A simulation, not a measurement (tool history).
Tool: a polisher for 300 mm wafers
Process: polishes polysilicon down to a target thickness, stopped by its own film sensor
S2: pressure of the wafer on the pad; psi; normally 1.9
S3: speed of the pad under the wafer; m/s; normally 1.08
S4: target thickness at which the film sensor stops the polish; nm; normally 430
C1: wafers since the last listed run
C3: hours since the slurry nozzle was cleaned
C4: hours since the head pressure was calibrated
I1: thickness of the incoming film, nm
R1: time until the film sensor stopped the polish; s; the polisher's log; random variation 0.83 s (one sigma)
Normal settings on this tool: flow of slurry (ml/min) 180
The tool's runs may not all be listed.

run 1 hour=0 | flow_of_slurry_(ml/min)=180 S2=1.9 S3=0.98 S4=373 | C1=0 wafers_polished_on_this_pad=312 C3=18.2 C4=717.4 | I1=718.8 | R1=69.6
run 2 hour=12.3 | flow_of_slurry_(ml/min)=150 S2=1.9 S3=1.08 S4=430 | C1=134 wafers_polished_on_this_pad=446 C3=30.5 C4=729.7 | I1=721.4 | R1=54.4
run 3 hour=42.7 | flow_of_slurry_(ml/min)=150 S2=1.9 S3=1.08 S4=430 | C1=331 wafers_polished_on_this_pad=778 C3=60.9 C4=760.1 | I1=721.3 | R1=53.5
run 4 hour=62.6 | flow_of_slurry_(ml/min)=150 S2=1.9 S3=1.08 S4=430 | C1=217 wafers_polished_on_this_pad=995 C3=80.8 C4=780 | I1=721.1 | R1=51.4
run 5 hour=94.4 | flow_of_slurry_(ml/min)=180 S2=1.9 S3=1.08 S4=430 | C1=347 wafers_polished_on_this_pad=1342 C3=112.6 C4=811.8 | I1=727.4 | R1=51.8
-- hour=100.4 worn pad replaced by a new one
run 6 hour=121.2 | flow_of_slurry_(ml/min)=180 S2=1.9 S3=1.08 S4=430 | C1=248 wafers_polished_on_this_pad=226 C3=139.4 C4=838.6 | I1=734.4 | R1=52
run 7 hour=139.6 | flow_of_slurry_(ml/min)=180 S2=1.4 S3=1.08 S4=430 | C1=200 wafers_polished_on_this_pad=427 C3=157.8 C4=857 | I1=732.2 | R1=70.1
run 8 hour=153.7 | flow_of_slurry_(ml/min)=180 S2=1.9 S3=1.08 S4=430 | C1=153 wafers_polished_on_this_pad=581 C3=171.9 C4=871.1 | I1=717 | R1=47.9
-- hour=159.7 head pressure recalibrated
-- hour=206.1 worn pad replaced by a new one
run 9 hour=245.9 | flow_of_slurry_(ml/min)=180 S2=1.9 S3=1.08 S4=430 | C1=941 wafers_polished_on_this_pad=434 C3=264.1 C4=86.2 | I1=721.9 | R1=55.2
run 10 hour=274.8 | flow_of_slurry_(ml/min)=180 S2=1.9 S3=1.08 S4=430 | C1=315 wafers_polished_on_this_pad=749 C3=293 C4=115.1 | I1=717.7 | R1=56.2
run 11 hour=302.9 | flow_of_slurry_(ml/min)=180 S2=1.9 S3=1.08 S4=430 | C1=306 wafers_polished_on_this_pad=1056 C3=321.1 C4=143.2 | I1=720.3 | R1=55.5
-- hour=307.2 worn pad replaced by a new one
-- hour=313.4 slurry nozzle cleaned
run 12 hour=317.6 | flow_of_slurry_(ml/min)=180 S2=1.9 S3=1.08 S4=489 | C1=105 wafers_polished_on_this_pad=102 C3=4.2 C4=157.9 | I1=719.4 | R1=44.5
run 13 hour=347 | flow_of_slurry_(ml/min)=115 S2=2.3 S3=0.84 S4=494 | C1=321 wafers_polished_on_this_pad=423 C3=33.6 C4=187.3 | I1=735 | R1=53.7
run 14 hour=376.5 | flow_of_slurry_(ml/min)=180 S2=1.9 S3=1.08 S4=430 | C1=322 wafers_polished_on_this_pad=745 C3=63.1 C4=216.8 | I1=712.5 | R1=56.3
run 15 hour=402.5 | flow_of_slurry_(ml/min)=220 S2=1.3 S3=1.36 S4=499 | C1=283 wafers_polished_on_this_pad=1029 C3=89.1 C4=242.8 | I1=725.6 | R1=48.4
-- hour=436.5 worn pad replaced by a new one
run 16 hour=437 | flow_of_slurry_(ml/min)=180 S2=1.9 S3=1.08 S4=430 | C1=333 wafers_polished_on_this_pad=5 C3=123.6 C4=277.3 | I1=732.9 | R1=56.8
run 17 hour=449.6 | flow_of_slurry_(ml/min)=205 S2=1.9 S3=0.7 S4=459 | C1=137 wafers_polished_on_this_pad=142 C3=136.2 C4=289.9 | I1=732.6 | R1=80.5
run 18 hour=480.3 | flow_of_slurry_(ml/min)=210 S2=1.6 S3=1.08 S4=490 | C1=335 wafers_polished_on_this_pad=477 C3=166.9 C4=320.6 | I1=719.2 | R1=50.7
run 19 hour=492.5 | flow_of_slurry_(ml/min)=160 S2=2.6 S3=1.3 S4=430 | C1=133 wafers_polished_on_this_pad=611 C3=179.1 C4=332.8 | I1=727.4 | R1=34

What the log doesn't show, run by run:
removal rate lost through wear of the pad, %: 0 at every run
slurry flow missing at the pad, %: 0 at every run
H1: deviation of the head's pressure from its setpoint, %
run=1 H1=9.42
run=2 H1=9.77
run=3 H1=10.7
run=4 H1=11.3
run=5 H1=12.2
run=6 H1=13.1
run=7 H1=13.7
run=8 H1=14.2
run=9 H1=0.999
run=10 H1=1.11
run=11 H1=1.26
run=12 H1=1.34
run=13 H1=1.54
run=14 H1=1.77
run=15 H1=2.01
run=16 H1=2.36
run=17 H1=2.5
run=18 H1=2.87
run=19 H1=3.02
